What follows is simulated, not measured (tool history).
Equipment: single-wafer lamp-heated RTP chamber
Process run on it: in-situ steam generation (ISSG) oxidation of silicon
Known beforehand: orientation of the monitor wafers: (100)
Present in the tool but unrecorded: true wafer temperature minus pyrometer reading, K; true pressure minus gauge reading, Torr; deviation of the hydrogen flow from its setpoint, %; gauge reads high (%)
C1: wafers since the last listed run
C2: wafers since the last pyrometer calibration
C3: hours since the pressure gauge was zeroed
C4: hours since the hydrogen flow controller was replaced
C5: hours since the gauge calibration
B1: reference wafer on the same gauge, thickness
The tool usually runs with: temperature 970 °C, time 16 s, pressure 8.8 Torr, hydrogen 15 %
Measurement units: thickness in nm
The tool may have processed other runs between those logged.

{"run": 1, "hour": 0.0, "temperature": 957, "time": 16, "pressure": 8.8, "hydrogen": 15, "C1": 0, "C2": 2483, "C3": 1798.9, "C4": 3839.2, "C5": 550.1, "B1": 4.019, "thickness": 4.332}
{"run": 2, "hour": 52.8, "temperature": 970, "time": 16, "pressure": 8.8, "hydrogen": 15, "C1": 340, "C2": 2824, "C3": 1851.7, "C4": 3892, "C5": 602.9, "B1": 4.019, "thickness": 4.518}
{"run": 3, "hour": 85.0, "temperature": 970, "time": 16, "pressure": 9.1, "hydrogen": 15, "C1": 207, "C2": 3032, "C3": 1883.9, "C4": 3924.2, "C5": 635.1, "B1": 4.019, "thickness": 4.505}
{"run": 4, "hour": 150.7, "temperature": 970, "time": 16, "pressure": 8.8, "hydrogen": 15, "C1": 424, "C2": 3456, "C3": 1949.6, "C4": 3989.9, "C5": 700.8, "B1": 4.019, "thickness": 4.533}
{"run": 5, "hour": 193.4, "temperature": 970, "time": 16, "pressure": 8.8, "hydrogen": 15, "C1": 275, "C2": 3732, "C3": 1992.3, "C4": 4032.6, "C5": 743.5, "B1": 4.02, "thickness": 4.535}
{"run": 6, "hour": 231.0, "temperature": 970, "time": 16, "pressure": 8.8, "hydrogen": 15, "C1": 242, "C2": 3974, "C3": 2029.9, "C4": 4070.2, "C5": 781.1, "B1": 4.021, "thickness": 4.521}
{"run": 7, "hour": 263.8, "temperature": 970, "time": 16, "pressure": 8.8, "hydrogen": 15, "C1": 211, "C2": 4186, "C3": 2062.7, "C4": 4103, "C5": 813.9, "B1": 4.019, "thickness": 4.548}
{"hour": 295.8, "done": "pyrometer window cleaned and pyrometer calibrated"}
{"run": 8, "hour": 296.3, "temperature": 970, "time": 16, "pressure": 8.8, "hydrogen": 15, "C1": 158, "C2": 3, "C3": 2095.2, "C4": 4135.5, "C5": 846.4, "B1": 4.019, "thickness": 4.47}
{"hour": 308.3, "done": "hydrogen flow controller replaced"}
{"run": 9, "hour": 347.3, "temperature": 970, "time": 16, "pressure": 8.8, "hydrogen": 15, "C1": 277, "C2": 280, "C3": 2146.2, "C4": 39, "C5": 897.4, "B1": 4.022, "thickness": 4.484}
{"run": 10, "hour": 396.9, "temperature": 970, "time": 16, "pressure": 8.8, "hydrogen": 15, "C1": 320, "C2": 600, "C3": 2195.8, "C4": 88.6, "C5": 947, "B1": 4.02, "thickness": 4.485}
{"hour": 445.8, "done": "gauge calibrated"}
{"run": 11, "hour": 464.5, "temperature": 970, "time": 16, "pressure": 9.8, "hydrogen": 15, "C1": 436, "C2": 1037, "C3": 2263.4, "C4": 156.2, "C5": 18.7, "B1": 4.019, "thickness": 4.44}
{"run": 12, "hour": 526.1, "temperature": 957, "time": 16, "pressure": 8.8, "hydrogen": 15, "C1": 397, "C2": 1435, "C3": 2325, "C4": 217.8, "C5": 80.3, "B1": 4.021, "thickness": 4.319}
{"hour": 546.3, "done": "pressure gauge zeroed"}
{"run": 13, "hour": 560.6, "temperature": 970, "time": 19, "pressure": 9.6, "hydrogen": 11, "C1": 171, "C2": 1606, "C3": 14.3, "C4": 252.3, "C5": 114.8, "B1": 4.019, "thickness": 4.497}
{"run": 14, "hour": 621.1, "temperature": 970, "time": 16, "pressure": 8.8, "hydrogen": 15, "C1": 390, "C2": 1996, "C3": 74.8, "C4": 312.8, "C5": 175.3, "B1": 4.022, "thickness": 4.494}
{"run": 15, "hour": 687.9, "temperature": 970, "time": 16, "pressure": 8.1, "hydrogen": 15, "C1": 431, "C2": 2427, "C3": 141.6, "C4": 379.6, "C5": 242.1, "B1": 4.022, "thickness": 4.51}
{"run": 16, "hour": 743.2, "temperature": 970, "time": 16, "pressure": 7.4, "hydrogen": 15, "C1": 357, "C2": 2784, "C3": 196.9, "C4": 434.9, "C5": 297.4, "B1": 4.021, "thickness": 4.501}
{"run": 17, "hour": 768.6, "temperature": 970, "time": 16, "pressure": 8.8, "hydrogen": 15, "C1": 163, "C2": 2948, "C3": 222.3, "C4": 460.3, "C5": 322.8, "B1": 4.022, "thickness": 4.506}
{"run": 18, "hour": 812.0, "temperature": 958, "time": 16, "pressure": 8.8, "hydrogen": 25, "C1": 280, "C2": 3229, "C3": 265.7, "C4": 503.7, "C5": 366.2, "B1": 4.021, "thickness": 4.905}
{"hour": 828.6, "done": "pyrometer window cleaned and pyrometer calibrated"}
{"run": 19, "hour": 849.2, "temperature": 978, "time": 22, "pressure": 8.8, "hydrogen": 15, "C1": 188, "C2": 132, "C3": 302.9, "C4": 540.9, "C5": 403.4, "B1": 4.02, "thickness": 5.287}

Branching from run 19: 4 alternative next runs. What would each branch give?
{"run": "A", "hour": 849.7, "temperature": 970, "time": 16, "pressure": 8.8, "hydrogen": 15, "C1": 3, "C2": 136, "C3": 303.4, "C4": 541.4, "C5": 403.9, "B1": "?", "thickness": "?"}
{"run": "B", "hour": 849.7, "temperature": 970, "time": 16, "pressure": 8.8, "hydrogen": 11, "C1": 3, "C2": 136, "C3": 303.4, "C4": 541.4, "C5": 403.9, "B1": "?", "thickness": "?"}
{"run": "C", "hour": 849.7, "temperature": 959, "time": 10, "pressure": 7.9, "hydrogen": 21, "C1": 3, "C2": 136, "C3": 303.4, "C4": 541.4, "C5": 403.9, "B1": "?", "thickness": "?"}
{"run": "D", "hour": 849.7, "temperature": 970, "time": 18, "pressure": 8.8, "hydrogen": 15, "C1": 3, "C2": 136, "C3": 303.4, "C4": 541.4, "C5": 403.9, "B1": "?", "thickness": "?"}

run=A B1=4.021 thickness=4.489
run=B B1=4.021 thickness=4.2
run=C B1=4.021 thickness=3.932
run=D B1=4.021 thickness=4.72
Without the tool's hidden state the same runs would have given:
run=A thickness=4.484
run=B thickness=4.195
run=C thickness=3.929
run=D thickness=4.715
